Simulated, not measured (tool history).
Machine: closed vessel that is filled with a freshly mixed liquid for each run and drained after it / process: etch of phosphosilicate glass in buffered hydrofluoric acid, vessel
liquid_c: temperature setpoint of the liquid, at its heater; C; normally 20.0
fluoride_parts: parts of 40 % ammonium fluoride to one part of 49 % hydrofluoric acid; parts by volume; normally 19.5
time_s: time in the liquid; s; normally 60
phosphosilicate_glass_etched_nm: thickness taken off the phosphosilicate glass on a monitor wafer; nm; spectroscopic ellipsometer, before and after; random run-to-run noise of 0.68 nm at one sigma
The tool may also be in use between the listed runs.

run,hour,liquid_c,fluoride_parts,time_s,"read-back film thickness of the phosphosilicate glass reference wafer, read on the same gauge (nm)",phosphosilicate_glass_etched_nm
1,0.0,20.0,15.5,60,90.01,217.48
2,18.4,20.0,15.5,60,89.98,218.46
3,33.1,20.0,19.5,60,90.03,174.30
4,56.0,20.0,19.5,60,90.00,174.63
5,79.2,20.0,19.5,60,89.97,173.55
6,95.6,20.0,19.5,60,89.98,173.98
7,128.6,20.0,19.5,60,89.97,173.79
8,154.3,20.0,19.5,60,89.97,174.04
9,249.7,20.0,19.5,60,90.03,173.19
10,272.8,20.0,19.5,60,89.97,174.94
11,303.8,20.0,19.5,45,90.00,130.61
# hour 336.3: thermometer replaced
12,364.1,20.0,19.5,45,89.98,135.86
13,380.8,20.0,19.5,45,90.04,134.45
# hour 422.9: hydrofluoric acid flow meter replaced
14,423.4,20.0,19.5,60,90.04,180.77
15,452.5,25.0,14.0,60,90.00,329.99
# hour 464.4: thermometer replaced, repeated, since the last time left the tool worse
16,476.6,20.0,19.5,60,90.00,165.35
17,488.9,17.0,16.0,30,89.99,85.33
18,524.3,20.0,19.5,60,90.01,167.03
19,549.4,20.0,19.5,60,90.01,168.57
# hour 552.5: gauge calibrated
20,583.3,20.0,19.5,60,90.00,167.08
21,610.6,18.0,15.0,50,90.02,160.95
22,625.1,20.0,19.5,60,90.02,166.93
23,639.0,20.0,19.5,60,89.99,167.93
24,652.2,21.5,13.5,60,90.00,263.60
25,666.0,18.0,27.0,85,89.98,167.59
26,681.6,17.0,19.5,70,89.99,164.32
27,706.3,20.0,27.0,60,90.03,132.43
28,734.2,20.0,19.5,60,90.03,167.75
29,751.1,20.0,15.0,90,90.02,325.94
30,779.2,20.0,19.5,85,89.98,239.64

What does the tool deliver on the next run?
31,868.5,20.0,19.5,70,?,?

{"run 31": {"read-back film thickness of the phosphosilicate glass reference wafer, read on the same gauge (nm)": 90.0, "phosphosilicate_glass_etched_nm": 196.44}}
Take away the tool's hidden state, keep the run-to-run variation as it was, and the same run would have given phosphosilicate_glass_etched_nm 192.19 nm.
